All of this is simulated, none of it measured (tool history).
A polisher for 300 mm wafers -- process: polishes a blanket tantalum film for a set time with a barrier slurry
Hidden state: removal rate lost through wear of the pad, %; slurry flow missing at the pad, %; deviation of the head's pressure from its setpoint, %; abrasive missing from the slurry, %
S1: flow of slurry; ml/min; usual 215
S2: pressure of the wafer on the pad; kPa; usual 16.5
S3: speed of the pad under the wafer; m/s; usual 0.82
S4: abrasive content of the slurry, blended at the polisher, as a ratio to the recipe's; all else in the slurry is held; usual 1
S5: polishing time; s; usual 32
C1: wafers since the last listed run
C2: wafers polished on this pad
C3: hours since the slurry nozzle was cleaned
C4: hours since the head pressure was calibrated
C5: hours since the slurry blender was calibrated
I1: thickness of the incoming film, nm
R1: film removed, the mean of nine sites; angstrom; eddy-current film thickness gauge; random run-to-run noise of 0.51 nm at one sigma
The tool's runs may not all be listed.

Run 1, hour 0: usual settings but S3 0.74 m/s, S5 30 s; C1 0; C2 1632; C3 169.5; C4 756.1; C5 163.7; I1 379. Result: R1 481 angstrom.
At hour 0.7: worn pad replaced by a new one.
At hour 39.7: slurry blender recalibrated.
Run 2, hour 40.4: usual settings; C1 352; C2 352; C3 209.9; C4 796.5; C5 0.7; I1 383.4. Result: R1 576 angstrom.
Run 3, hour 70.2: usual settings; C1 278; C2 631; C3 239.7; C4 826.3; C5 30.5; I1 384.1. Result: R1 553 angstrom.
Run 4, hour 106.8: usual settings; C1 342; C2 974; C3 276.3; C4 862.9; C5 67.1; I1 380.6. Result: R1 566 angstrom.
Run 5, hour 147.1: usual settings; C1 377; C2 1351; C3 316.6; C4 903.2; C5 107.4; I1 382.3. Result: R1 563 angstrom.
At hour 155.9: worn pad replaced by a new one.
At hour 180.4: slurry nozzle cleaned.
Run 6, hour 193.6: usual settings but S3 0.76 m/s, S5 28 s; C1 388; C2 343; C3 13.2; C4 949.7; C5 153.9; I1 376.6. Result: R1 464 angstrom.
Run 7, hour 237.1: usual settings but S3 0.76 m/s, S5 28 s; C1 407; C2 750; C3 56.7; C4 993.2; C5 197.4; I1 385.1. Result: R1 456 angstrom.
At hour 248.9: slurry blender recalibrated.
Run 8, hour 290: usual settings; C1 476; C2 1227; C3 109.6; C4 1046.1; C5 41.1; I1 385.6. Result: R1 556 angstrom.
At hour 305.3: worn pad replaced by a new one.
Run 9, hour 332.1: usual settings; C1 356; C2 250; C3 151.7; C4 1088.2; C5 83.2; I1 382.3. Result: R1 564 angstrom.
Run 10, hour 369: usual settings; C1 345; C2 596; C3 188.6; C4 1125.1; C5 120.1; I1 385.9. Result: R1 567 angstrom.
At hour 377.7: head pressure recalibrated.
Run 11, hour 428.3: usual settings but S1 165 ml/min, S2 18.6 kPa, S5 35 s; C1 536; C2 1132; C3 247.9; C4 50.6; C5 179.4; I1 376.5. Result: R1 668 angstrom.
At hour 447.6: slurry blender recalibrated.
At hour 458.7: worn pad replaced by a new one.
Run 12, hour 459.8: usual settings but S2 20 kPa; C1 238; C2 10; C3 279.4; C4 82.1; C5 12.2; I1 381.5. Result: R1 671 angstrom.
Run 13, hour 511.2: usual settings but S2 13.1 kPa; C1 481; C2 491; C3 330.8; C4 133.5; C5 63.6; I1 388.3. Result: R1 465 angstrom.
At hour 579.5: slurry nozzle cleaned.
Run 14, hour 582.2: usual settings; C1 655; C2 1146; C3 2.7; C4 204.5; C5 134.6; I1 383.6. Result: R1 568 angstrom.
Run 15, hour 614.7: usual settings but S2 21.4 kPa; C1 304; C2 1451; C3 35.2; C4 237; C5 167.1; I1 383.5. Result: R1 709 angstrom.
At hour 636: worn pad replaced by a new one.
At hour 658.7: slurry blender recalibrated.
Run 16, hour 667.6: usual settings; C1 438; C2 277; C3 88.1; C4 289.9; C5 8.9; I1 383.9. Result: R1 574 angstrom.
Run 17, hour 717.7: usual settings but S1 160 ml/min; C1 468; C2 746; C3 138.2; C4 340; C5 59; I1 386.5. Result: R1 548 angstrom.
Run 18, hour 754.7: usual settings but S5 36 s; C1 346; C2 1092; C3 175.2; C4 377; C5 96; I1 380. Result: R1 646 angstrom.
At hour 777.3: worn pad replaced by a new one.
Run 19, hour 783.9: usual settings; C1 235; C2 61; C3 204.4; C4 406.2; C5 125.2; I1 384.5. Result: R1 567 angstrom.
Run 20, hour 814.5: usual settings but S2 12.4 kPa; C1 286; C2 348; C3 235; C4 436.8; C5 155.8; I1 374.4. Result: R1 437 angstrom.

What was the tool's hidden state at every run in the log?
removal rate lost through wear of the pad, %: 0 on each run
slurry flow missing at the pad, %: 0 on each run
deviation of the head's pressure from its setpoint, %: 0 on each run
abrasive missing from the slurry, %: 0 on each run
